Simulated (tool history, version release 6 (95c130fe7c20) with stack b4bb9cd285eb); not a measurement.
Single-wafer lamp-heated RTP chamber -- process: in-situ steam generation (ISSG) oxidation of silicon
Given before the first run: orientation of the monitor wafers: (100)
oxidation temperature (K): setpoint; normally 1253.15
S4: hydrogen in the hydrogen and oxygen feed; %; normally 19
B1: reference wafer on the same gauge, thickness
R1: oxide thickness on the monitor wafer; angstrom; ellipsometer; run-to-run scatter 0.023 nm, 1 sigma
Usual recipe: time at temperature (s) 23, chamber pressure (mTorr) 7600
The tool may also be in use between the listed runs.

Run 1, day 0.000: usual settings; B1 5.418. Result: R1 48.18 angstrom.
Run 2, day 2.267: usual settings but oxidation temperature (K) 1239.15; B1 5.419. Result: R1 46.26 angstrom.
Run 3, day 3.825: usual settings but S4 25 %; B1 5.416. Result: R1 51.75 angstrom.
At day 5.604: hydrogen flow controller replaced.
Run 4, day 7.121: usual settings but S4 25 %; B1 5.416. Result: R1 52.04 angstrom.
Run 5, day 11.267: usual settings; B1 5.426. Result: R1 48.45 angstrom.
Run 6, day 14.592: usual settings; B1 5.422. Result: R1 49.17 angstrom.
Run 7, day 18.821: usual settings; B1 5.426. Result: R1 48.97 angstrom.
Run 8, day 22.346: usual settings but S4 23 %; B1 5.418. Result: R1 51.85 angstrom.
At day 22.904: pyrometer window cleaned and pyrometer calibrated.
Run 9, day 26.808: usual settings but time at temperature (s) 19, S4 27 %; B1 5.419. Result: R1 48.32 angstrom.
Run 10, day 29.346: usual settings but S4 11 %; B1 5.423. Result: R1 43.23 angstrom.
Run 11, day 32.133: usual settings but oxidation temperature (K) 1270.15, time at temperature (s) 20, chamber pressure (mTorr) 6900; B1 5.421. Result: R1 48.25 angstrom.
Run 12, day 35.650: usual settings; B1 5.420. Result: R1 48.41 angstrom.
Run 13, day 39.092: usual settings; B1 5.417. Result: R1 48.52 angstrom.
Run 14, day 43.250: usual settings but S4 29 %; B1 5.418. Result: R1 53.90 angstrom.
Run 15, day 45.983: usual settings but oxidation temperature (K) 1265.15, chamber pressure (mTorr) 9000; B1 5.418. Result: R1 51.11 angstrom.
Run 16, day 49.108: usual settings but time at temperature (s) 14, chamber pressure (mTorr) 6900; B1 5.420. Result: R1 39.34 angstrom.
Run 17, day 51.238: usual settings; B1 5.420. Result: R1 49.43 angstrom.
Run 18, day 52.742: usual settings; B1 5.421. Result: R1 48.89 angstrom.
At day 53.458: pyrometer window cleaned and pyrometer calibrated.
Run 19, day 55.296: usual settings but oxidation temperature (K) 1260.15, time at temperature (s) 15; B1 5.416. Result: R1 40.53 angstrom.
Run 20, day 59.212: usual settings; B1 5.420. Result: R1 48.39 angstrom.
At day 60.996: pressure gauge zeroed.
Run 21, day 61.696: usual settings; B1 5.418. Result: R1 48.30 angstrom.
Run 22, day 64.112: usual settings; B1 5.419. Result: R1 48.73 angstrom.
Run 23, day 67.942: usual settings but time at temperature (s) 32, chamber pressure (mTorr) 8400, S4 27 %; B1 5.418. Result: R1 61.23 angstrom.
Run 24, day 71.246: usual settings; B1 5.418. Result: R1 48.42 angstrom.
Run 25, day 73.675: usual settings but oxidation temperature (K) 1264.15, time at temperature (s) 29, chamber pressure (mTorr) 8400, S4 11 %; B1 5.421. Result: R1 50.82 angstrom.
Run 26, day 77.762: usual settings; B1 5.418. Result: R1 49.20 angstrom.
At day 79.458: pyrometer window cleaned and pyrometer calibrated.
Run 27, day 81.575: usual settings but chamber pressure (mTorr) 8100; B1 5.423. Result: R1 48.18 angstrom.
Run 28, day 85.925: usual settings but oxidation temperature (K) 1263.15, S4 26 %; B1 5.424. Result: R1 54.27 angstrom.
Run 29, day 89.854: usual settings but time at temperature (s) 20, chamber pressure (mTorr) 6900, S4 11 %; B1 5.424. Result: R1 40.20 angstrom.
Run 30, day 91.917: usual settings but oxidation temperature (K) 1246.15, time at temperature (s) 20, chamber pressure (mTorr) 6900; B1 5.417. Result: R1 44.09 angstrom.
Run 31, day 95.471: usual settings but S4 13 %; B1 5.427. Result: R1 44.74 angstrom.
Run 32, day 102.788: usual settings but oxidation temperature (K) 1246.15, time at temperature (s) 31, S4 14 %; B1 5.421. Result: R1 51.34 angstrom.

Subtracting, for every run, the result it would have given without the tool's unlogged condition from the measured result gives the following. The same run-to-run variation enters both numbers; the gauge's scatter may not:
The hidden state here: true wafer temperature minus pyrometer reading, K; true pressure minus gauge reading, Torr; deviation of the hydrogen flow from its setpoint, %; gauge reads high (%).
run     R1
  1  +0.17
  2  +0.19
  3  +0.26
  4  +0.37
  5  +0.50
  6  +0.66
  7  +0.90
  8  +1.19
  9  +0.13
 10  +0.15
 11  +0.23
 12  +0.30
 13  +0.42
 14  +0.66
 15  +0.82
 16  +0.62
 17  +1.05
 18  +1.13
 19  +0.01
 20  +0.03
 21  +0.07
 22  +0.13
 23  +0.32
 24  +0.35
 25  +0.54
 26  +0.67
 27  +0.04
 28  +0.10
 29  +0.12
 30  +0.18
 31  +0.29
 32  +0.70
